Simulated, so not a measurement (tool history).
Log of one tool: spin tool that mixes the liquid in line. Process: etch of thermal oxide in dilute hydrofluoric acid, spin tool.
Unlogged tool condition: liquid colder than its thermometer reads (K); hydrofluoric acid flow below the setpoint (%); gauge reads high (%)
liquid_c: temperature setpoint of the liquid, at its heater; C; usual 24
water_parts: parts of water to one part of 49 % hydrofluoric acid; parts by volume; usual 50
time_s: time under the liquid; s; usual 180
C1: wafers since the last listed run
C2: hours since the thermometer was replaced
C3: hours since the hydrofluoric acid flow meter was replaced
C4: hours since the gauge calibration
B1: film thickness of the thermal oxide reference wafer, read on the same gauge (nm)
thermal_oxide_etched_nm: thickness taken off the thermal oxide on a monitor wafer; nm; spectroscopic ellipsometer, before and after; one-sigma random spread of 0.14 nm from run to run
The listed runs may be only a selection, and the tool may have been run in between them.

Run 1, hour 0: usual settings but water_parts 55 parts by volume; C1 0; C2 1005.6; C3 1533.2; C4 546.3; B1 82.5. Result: thermal_oxide_etched_nm 16.14 nm.
Run 2, hour 40.2: usual settings but water_parts 55 parts by volume; C1 217; C2 1045.8; C3 1573.4; C4 586.5; B1 82.59. Result: thermal_oxide_etched_nm 16.44 nm.
Run 3, hour 137.4: usual settings but liquid_c 21 C; C1 526; C2 1143; C3 1670.6; C4 683.7; B1 82.7. Result: thermal_oxide_etched_nm 16.09 nm.
Run 4, hour 199.7: usual settings; C1 337; C2 1205.3; C3 1732.9; C4 746; B1 82.8. Result: thermal_oxide_etched_nm 18.05 nm.
Run 5, hour 259.5: usual settings; C1 323; C2 1265.1; C3 1792.7; C4 805.8; B1 82.88. Result: thermal_oxide_etched_nm 18.26 nm.
Run 6, hour 337.3: usual settings; C1 421; C2 1342.9; C3 1870.5; C4 883.6; B1 82.94. Result: thermal_oxide_etched_nm 18.31 nm.
Run 7, hour 388: usual settings but time_s 230 s; C1 274; C2 1393.6; C3 1921.2; C4 934.3; B1 82.95. Result: thermal_oxide_etched_nm 23.73 nm.
Run 8, hour 491.3: usual settings; C1 559; C2 1496.9; C3 2024.5; C4 1037.6; B1 83.04. Result: thermal_oxide_etched_nm 18.71 nm.
At hour 502.3: hydrofluoric acid flow meter replaced.
Run 9, hour 553.9: usual settings but liquid_c 22 C, water_parts 75 parts by volume, time_s 150 s; C1 333; C2 1559.5; C3 51.6; C4 1100.2; B1 83.03. Result: thermal_oxide_etched_nm 9.08 nm.
At hour 608.6: gauge calibrated.
Run 10, hour 649.5: usual settings; C1 517; C2 1655.1; C3 147.2; C4 40.9; B1 80.35. Result: thermal_oxide_etched_nm 17.75 nm.
Run 11, hour 735.2: usual settings but time_s 225 s; C1 464; C2 1740.8; C3 232.9; C4 126.6; B1 80.95. Result: thermal_oxide_etched_nm 22.1 nm.
At hour 767.9: thermometer replaced.
Run 12, hour 774: usual settings but liquid_c 19.5 C; C1 204; C2 6.1; C3 271.7; C4 165.4; B1 81.2. Result: thermal_oxide_etched_nm 14.8 nm.
Run 13, hour 858.7: usual settings but water_parts 30 parts by volume, time_s 225 s; C1 458; C2 90.8; C3 356.4; C4 250.1; B1 81.59. Result: thermal_oxide_etched_nm 38.76 nm.
Run 14, hour 923.4: usual settings but liquid_c 26 C, water_parts 25 parts by volume, time_s 255 s; C1 350; C2 155.5; C3 421.1; C4 314.8; B1 81.86. Result: thermal_oxide_etched_nm 57.33 nm.
Run 15, hour 967: usual settings but liquid_c 28 C; C1 236; C2 199.1; C3 464.7; C4 358.4; B1 82.03. Result: thermal_oxide_etched_nm 21.07 nm.
Run 16, hour 1036.5: usual settings; C1 376; C2 268.6; C3 534.2; C4 427.9; B1 82.21. Result: thermal_oxide_etched_nm 18.08 nm.

The logged runs with the hidden state left out (each run's random variation unchanged):
run  thermal_oxide_etched_nm
  1                    15.65
  2                    15.92
  3                    15.56
  4                    17.44
  5                    17.62
  6                    17.66
  7                    22.88
  8                    18.02
  9                     8.75
 10                    17.67
 11                    21.84
 12                    14.58
 13                    38.01
 14                    56.03
 15                    20.56
 16                     17.6
